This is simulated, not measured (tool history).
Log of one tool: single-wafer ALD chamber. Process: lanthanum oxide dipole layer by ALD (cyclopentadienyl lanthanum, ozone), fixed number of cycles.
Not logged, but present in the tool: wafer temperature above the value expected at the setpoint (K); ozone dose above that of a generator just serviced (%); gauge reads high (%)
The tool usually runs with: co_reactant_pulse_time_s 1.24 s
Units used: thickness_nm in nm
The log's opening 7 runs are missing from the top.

run,hour,co_reactant_pulse_time_s,wafers since the last listed run,hours since the last thermocouple change,hours since the last ozone generator service,hours since the showerhead was replaced,hours since the gauge calibration,"read-back reference wafer on the same gauge, thickness_nm",thickness_nm
8,91.0,1.24,299,2783.6,802.0,4508.6,342.2,0.564,0.410
9,101.3,1.24,198,2793.9,812.3,4518.9,352.5,0.565,0.406
10,112.5,1.24,216,2805.1,823.5,4530.1,363.7,0.564,0.407
11,139.0,1.14,511,2831.6,850.0,4556.6,390.2,0.564,0.390
# hour 153.8: thermocouple changed; heater temperature recalibrated
# hour 159.5: showerhead replaced, of another model than before
12,160.0,1.14,140,6.2,871.0,0.5,411.2,0.564,0.446
# hour 162.8: gauge calibrated
13,165.1,1.47,98,11.3,876.1,5.6,2.3,0.564,0.474
14,177.4,1.24,237,23.6,888.4,17.9,14.6,0.565,0.456
15,191.1,1.24,264,37.3,902.1,31.6,28.3,0.563,0.462
16,198.9,1.24,150,45.1,909.9,39.4,36.1,0.564,0.461
17,215.0,1.48,310,61.2,926.0,55.5,52.2,0.563,0.473
18,230.4,1.09,297,76.6,941.4,70.9,67.6,0.564,0.447
19,245.9,1.72,299,92.1,956.9,86.4,83.1,0.564,0.486
20,257.2,0.75,218,103.4,968.2,97.7,94.4,0.563,0.412
21,270.6,1.47,258,116.8,981.6,111.1,107.8,0.564,0.475
22,282.5,0.92,229,128.7,993.5,123.0,119.7,0.564,0.433
# hour 291.0: ozone generator serviced
23,296.6,0.94,117,142.8,5.6,137.1,133.8,0.564,0.471
24,305.0,1.24,162,151.2,14.0,145.5,142.2,0.563,0.488
25,327.0,1.55,424,173.2,36.0,167.5,164.2,0.564,0.502
26,337.8,1.24,208,184.0,46.8,178.3,175.0,0.564,0.488
27,391.0,1.11,1026,237.2,100.0,231.5,228.2,0.564,0.474
28,402.3,0.97,218,248.5,111.3,242.8,239.5,0.564,0.463
29,411.8,1.50,183,258.0,120.8,252.3,249.0,0.564,0.491
30,421.5,0.99,187,267.7,130.5,262.0,258.7,0.564,0.464

Each row is a separate what-if for the run after 30, all from the same tool condition, not one after another. Results?
A,421.9,0.77,7,268.1,130.9,262.4,259.1,?,?
B,421.9,1.10,7,268.1,130.9,262.4,259.1,?,?
C,421.9,1.60,7,268.1,130.9,262.4,259.1,?,?
D,421.9,1.08,7,268.1,130.9,262.4,259.1,?,?
E,421.9,1.67,7,268.1,130.9,262.4,259.1,?,?

run,"read-back reference wafer on the same gauge, thickness_nm",thickness_nm
A,0.565,0.442
B,0.565,0.470
C,0.565,0.498
D,0.565,0.469
E,0.565,0.501
With no hidden state in the tool, these same runs would have given:
run,thickness_nm
A,0.456
B,0.482
C,0.506
D,0.481
E,0.509
